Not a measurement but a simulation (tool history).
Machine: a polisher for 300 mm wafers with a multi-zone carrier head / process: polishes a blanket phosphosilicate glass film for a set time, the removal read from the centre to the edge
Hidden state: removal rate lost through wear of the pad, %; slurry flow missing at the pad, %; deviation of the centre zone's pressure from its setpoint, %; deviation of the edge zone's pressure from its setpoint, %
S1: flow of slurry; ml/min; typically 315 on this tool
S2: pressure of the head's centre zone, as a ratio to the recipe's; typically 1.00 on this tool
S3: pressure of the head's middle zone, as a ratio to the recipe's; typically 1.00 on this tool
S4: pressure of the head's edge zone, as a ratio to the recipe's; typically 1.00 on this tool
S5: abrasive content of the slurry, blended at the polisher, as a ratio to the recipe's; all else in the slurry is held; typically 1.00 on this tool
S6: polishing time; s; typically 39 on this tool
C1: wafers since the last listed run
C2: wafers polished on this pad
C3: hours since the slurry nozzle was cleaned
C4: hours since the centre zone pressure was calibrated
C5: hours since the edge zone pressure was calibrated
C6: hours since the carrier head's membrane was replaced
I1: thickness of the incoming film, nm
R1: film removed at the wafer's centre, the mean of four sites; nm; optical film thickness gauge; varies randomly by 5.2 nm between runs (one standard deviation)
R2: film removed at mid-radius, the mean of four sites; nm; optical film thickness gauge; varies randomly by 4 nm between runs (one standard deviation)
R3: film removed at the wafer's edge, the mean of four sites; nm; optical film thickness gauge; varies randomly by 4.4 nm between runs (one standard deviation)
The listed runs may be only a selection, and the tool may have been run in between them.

{"run": 1, "hour": 0.0, "S1": 315, "S2": 1.0, "S3": 1.03, "S4": 1.0, "S5": 1.0, "S6": 39, "C1": 0, "C2": 225, "C3": 22.0, "C4": 711.7, "C5": 1283.6, "C6": 1259.2, "I1": 3718.9, "R1": 400.4, "R2": 435.5, "R3": 434.3}
{"hour": 9.4, "done": "centre zone pressure recalibrated"}
{"run": 2, "hour": 16.4, "S1": 315, "S2": 1.0, "S3": 1.03, "S4": 1.0, "S5": 1.0, "S6": 39, "C1": 100, "C2": 326, "C3": 38.4, "C4": 7.0, "C5": 1300.0, "C6": 1275.6, "I1": 3673.5, "R1": 410.5, "R2": 431.2, "R3": 442.0}
{"run": 3, "hour": 33.4, "S1": 315, "S2": 1.0, "S3": 0.91, "S4": 1.0, "S5": 1.0, "S6": 39, "C1": 118, "C2": 444, "C3": 55.4, "C4": 24.0, "C5": 1317.0, "C6": 1292.6, "I1": 3749.3, "R1": 424.9, "R2": 389.8, "R3": 435.3}
{"run": 4, "hour": 42.6, "S1": 315, "S2": 1.0, "S3": 1.0, "S4": 1.0, "S5": 1.0, "S6": 39, "C1": 64, "C2": 509, "C3": 64.6, "C4": 33.2, "C5": 1326.2, "C6": 1301.8, "I1": 3701.3, "R1": 425.3, "R2": 410.8, "R3": 436.1}
{"run": 5, "hour": 51.7, "S1": 235, "S2": 1.0, "S3": 1.0, "S4": 1.0, "S5": 1.0, "S6": 39, "C1": 63, "C2": 572, "C3": 73.7, "C4": 42.3, "C5": 1335.3, "C6": 1310.9, "I1": 3759.4, "R1": 401.4, "R2": 400.7, "R3": 425.3}
{"run": 6, "hour": 60.0, "S1": 315, "S2": 1.0, "S3": 1.0, "S4": 1.0, "S5": 1.0, "S6": 49, "C1": 57, "C2": 630, "C3": 82.0, "C4": 50.6, "C5": 1343.6, "C6": 1319.2, "I1": 3750.9, "R1": 518.6, "R2": 525.6, "R3": 543.9}
{"hour": 69.1, "done": "worn pad replaced by a new one"}
{"run": 7, "hour": 71.9, "S1": 315, "S2": 1.0, "S3": 1.0, "S4": 1.0, "S5": 1.0, "S6": 39, "C1": 55, "C2": 19, "C3": 93.9, "C4": 62.5, "C5": 1355.5, "C6": 1331.1, "I1": 3708.4, "R1": 421.4, "R2": 418.7, "R3": 443.4}
{"run": 8, "hour": 81.9, "S1": 315, "S2": 1.12, "S3": 1.1, "S4": 1.09, "S5": 1.0, "S6": 39, "C1": 69, "C2": 89, "C3": 103.9, "C4": 72.5, "C5": 1365.5, "C6": 1341.1, "I1": 3709.2, "R1": 448.9, "R2": 457.2, "R3": 459.5}
{"run": 9, "hour": 99.0, "S1": 315, "S2": 1.0, "S3": 1.0, "S4": 1.0, "S5": 1.0, "S6": 39, "C1": 119, "C2": 208, "C3": 121.0, "C4": 89.6, "C5": 1382.6, "C6": 1358.2, "I1": 3665.8, "R1": 422.1, "R2": 416.5, "R3": 440.9}
{"run": 10, "hour": 111.9, "S1": 315, "S2": 1.1, "S3": 1.11, "S4": 1.0, "S5": 0.9, "S6": 39, "C1": 90, "C2": 298, "C3": 133.9, "C4": 102.5, "C5": 1395.5, "C6": 1371.1, "I1": 3770.2, "R1": 415.8, "R2": 436.5, "R3": 422.8}
{"run": 11, "hour": 145.1, "S1": 315, "S2": 1.04, "S3": 1.0, "S4": 1.08, "S5": 1.25, "S6": 51, "C1": 231, "C2": 530, "C3": 167.1, "C4": 135.7, "C5": 1428.7, "C6": 1404.3, "I1": 3679.9, "R1": 599.4, "R2": 592.6, "R3": 648.2}
{"hour": 183.4, "done": "edge zone pressure recalibrated"}
{"hour": 185.1, "done": "worn pad replaced by a new one"}
{"run": 12, "hour": 190.8, "S1": 315, "S2": 1.0, "S3": 1.0, "S4": 1.0, "S5": 1.0, "S6": 39, "C1": 293, "C2": 39, "C3": 212.8, "C4": 181.4, "C5": 7.4, "C6": 1450.0, "I1": 3659.0, "R1": 421.8, "R2": 421.9, "R3": 440.6}
{"hour": 197.9, "done": "carrier head's membrane replaced by a new one"}
{"run": 13, "hour": 199.4, "S1": 315, "S2": 1.06, "S3": 0.91, "S4": 1.0, "S5": 1.2, "S6": 39, "C1": 25, "C2": 64, "C3": 221.4, "C4": 190.0, "C5": 16.0, "C6": 1.5, "I1": 3672.6, "R1": 452.3, "R2": 408.7, "R3": 472.2}
{"run": 14, "hour": 216.3, "S1": 315, "S2": 1.0, "S3": 1.0, "S4": 1.08, "S5": 1.15, "S6": 39, "C1": 117, "C2": 182, "C3": 238.3, "C4": 206.9, "C5": 32.9, "C6": 18.4, "I1": 3652.9, "R1": 434.2, "R2": 443.8, "R3": 476.2}
{"run": 15, "hour": 223.4, "S1": 315, "S2": 0.88, "S3": 1.0, "S4": 0.95, "S5": 1.0, "S6": 39, "C1": 49, "C2": 232, "C3": 245.4, "C4": 214.0, "C5": 40.0, "C6": 25.5, "I1": 3626.0, "R1": 380.3, "R2": 427.4, "R3": 428.4}
{"run": 16, "hour": 245.9, "S1": 415, "S2": 1.0, "S3": 1.0, "S4": 1.0, "S5": 0.75, "S6": 39, "C1": 157, "C2": 389, "C3": 267.9, "C4": 236.5, "C5": 62.5, "C6": 48.0, "I1": 3712.9, "R1": 378.2, "R2": 380.3, "R3": 401.8}
{"run": 17, "hour": 257.4, "S1": 270, "S2": 0.92, "S3": 1.0, "S4": 1.0, "S5": 1.0, "S6": 26, "C1": 80, "C2": 469, "C3": 279.4, "C4": 248.0, "C5": 74.0, "C6": 59.5, "I1": 3654.2, "R1": 247.6, "R2": 272.4, "R3": 287.1}
{"run": 18, "hour": 270.2, "S1": 315, "S2": 1.0, "S3": 1.03, "S4": 1.0, "S5": 1.0, "S6": 39, "C1": 89, "C2": 559, "C3": 292.2, "C4": 260.8, "C5": 86.8, "C6": 72.3, "I1": 3700.1, "R1": 405.1, "R2": 433.7, "R3": 435.8}
{"run": 19, "hour": 284.2, "S1": 315, "S2": 1.0, "S3": 1.0, "S4": 1.0, "S5": 1.0, "S6": 39, "C1": 97, "C2": 656, "C3": 306.2, "C4": 274.8, "C5": 100.8, "C6": 86.3, "I1": 3738.2, "R1": 405.1, "R2": 415.5, "R3": 429.7}
{"hour": 301.1, "done": "worn pad replaced by a new one"}
{"run": 20, "hour": 301.6, "S1": 315, "S2": 1.0, "S3": 1.0, "S4": 1.04, "S5": 1.0, "S6": 39, "C1": 93, "C2": 3, "C3": 323.6, "C4": 292.2, "C5": 118.2, "C6": 103.7, "I1": 3700.8, "R1": 410.3, "R2": 418.8, "R3": 445.1}
{"run": 21, "hour": 314.4, "S1": 315, "S2": 1.0, "S3": 1.0, "S4": 1.0, "S5": 1.0, "S6": 39, "C1": 89, "C2": 92, "C3": 336.4, "C4": 305.0, "C5": 131.0, "C6": 116.5, "I1": 3650.5, "R1": 407.8, "R2": 420.8, "R3": 437.0}
{"run": 22, "hour": 326.1, "S1": 315, "S2": 1.0, "S3": 1.04, "S4": 1.0, "S5": 1.0, "S6": 39, "C1": 81, "C2": 174, "C3": 348.1, "C4": 316.7, "C5": 142.7, "C6": 128.2, "I1": 3764.3, "R1": 400.5, "R2": 428.8, "R3": 434.7}

What was the tool's hidden state at every run in the log?
removal rate lost through wear of the pad, %: 0 at every run
deviation of the edge zone's pressure from its setpoint, %: 0 at every run
H1: slurry flow missing at the pad, %
H2: deviation of the centre zone's pressure from its setpoint, %
run=1 H1=0.8 H2=-10.6
run=2 H1=0.888 H2=-3.03
run=3 H1=1.03 H2=-3.28
run=4 H1=1.13 H2=-3.41
run=5 H1=1.24 H2=-3.54
run=6 H1=1.35 H2=-3.66
run=7 H1=1.54 H2=-3.83
run=8 H1=1.72 H2=-3.97
run=9 H1=2.06 H2=-4.22
run=10 H1=2.35 H2=-4.41
run=11 H1=3.24 H2=-4.88
run=12 H1=4.78 H2=-5.54
run=13 H1=5.11 H2=-5.66
run=14 H1=5.8 H2=-5.91
run=15 H1=6.1 H2=-6.01
run=16 H1=7.13 H2=-6.33
run=17 H1=7.69 H2=-6.5
run=18 H1=8.34 H2=-6.68
run=19 H1=9.08 H2=-6.88
run=20 H1=10.1 H2=-7.13
run=21 H1=10.8 H2=-7.32
run=22 H1=11.5 H2=-7.48
